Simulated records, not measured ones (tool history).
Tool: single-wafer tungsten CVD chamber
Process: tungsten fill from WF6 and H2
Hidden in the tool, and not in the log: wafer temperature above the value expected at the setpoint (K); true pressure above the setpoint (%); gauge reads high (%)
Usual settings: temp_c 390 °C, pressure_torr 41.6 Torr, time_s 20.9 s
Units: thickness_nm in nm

run	hour	temp_c	pressure_torr	time_s	wafers since the last listed run	hours since the last thermocouple change	hours since the last manometer calibration	hours since the showerhead was replaced	hours since the gauge calibration	read-back reference wafer on the same gauge, thickness_nm	thickness_nm
1	0	390	41.6	20.9	0	2801.5	1593.4	6324.1	233.3	64.049	54.164
2	24.7	390	41.6	20.9	825	2826.2	1618.1	6348.8	258	63.964	53.444
3	107	390	33.4	20.9	2751	2908.5	1700.4	6431.1	340.3	63.888	46.384
4	135.7	390	33.4	20.9	959	2937.2	1729.1	6459.8	369	64.035	46.449
5	161.1	390	33.4	20.9	849	2962.6	1754.5	6485.2	394.4	63.969	46.341
6	193.9	390	49.1	20.9	1096	2995.4	1787.3	6518	427.2	64.02	59.033
7	210.5	390	49.1	20.9	554	3012	1803.9	6534.6	443.8	63.991	59.127
# hour 226.4: showerhead replaced
8	236.7	384	41.6	20.9	608	3038.2	1830.1	10.3	470	63.954	47.619
9	270.9	390	33.4	20.9	1143	3072.4	1864.3	44.5	504.2	63.99	46.333
10	291.9	394	35.2	20.9	702	3093.4	1885.3	65.5	525.2	64.046	52.042
11	325.1	390	41.6	20.9	1109	3126.6	1918.5	98.7	558.4	64.067	53.434
# hour 332.5: gauge calibrated
# hour 344.3: thermocouple changed; heater temperature recalibrated
12	346.8	400	35.1	17.3	458	2.5	1940.2	120.4	14.3	63.913	54.743
# hour 355: capacitance manometer re-zeroed and calibrated
13	379.8	398	41.6	20.9	835	35.5	24.8	153.4	47.3	63.946	70.405
14	445.3	377	51.2	24.8	2189	101	90.3	218.9	112.8	64.054	62.929

Forecast each of these 5 alternatives for the next run:
A	445.7	390	41.6	20.9	13	101.4	90.7	219.3	113.2	?	?
B	445.7	390	37.8	16.7	13	101.4	90.7	219.3	113.2	?	?
C	445.7	396	44.7	23.8	13	101.4	90.7	219.3	113.2	?	?
D	445.7	377	45.3	18.7	13	101.4	90.7	219.3	113.2	?	?
E	445.7	396	41.6	20.9	13	101.4	90.7	219.3	113.2	?	?

run	read-back reference wafer on the same gauge, thickness_nm	thickness_nm
A	64.007	60.796
B	64.007	45.651
C	64.007	80.862
D	64.007	44.46
E	64.007	67.919
Without the tool's hidden state the same runs would have given:
run	thickness_nm
A	61.058
B	45.847
C	81.197
D	44.661
E	68.2
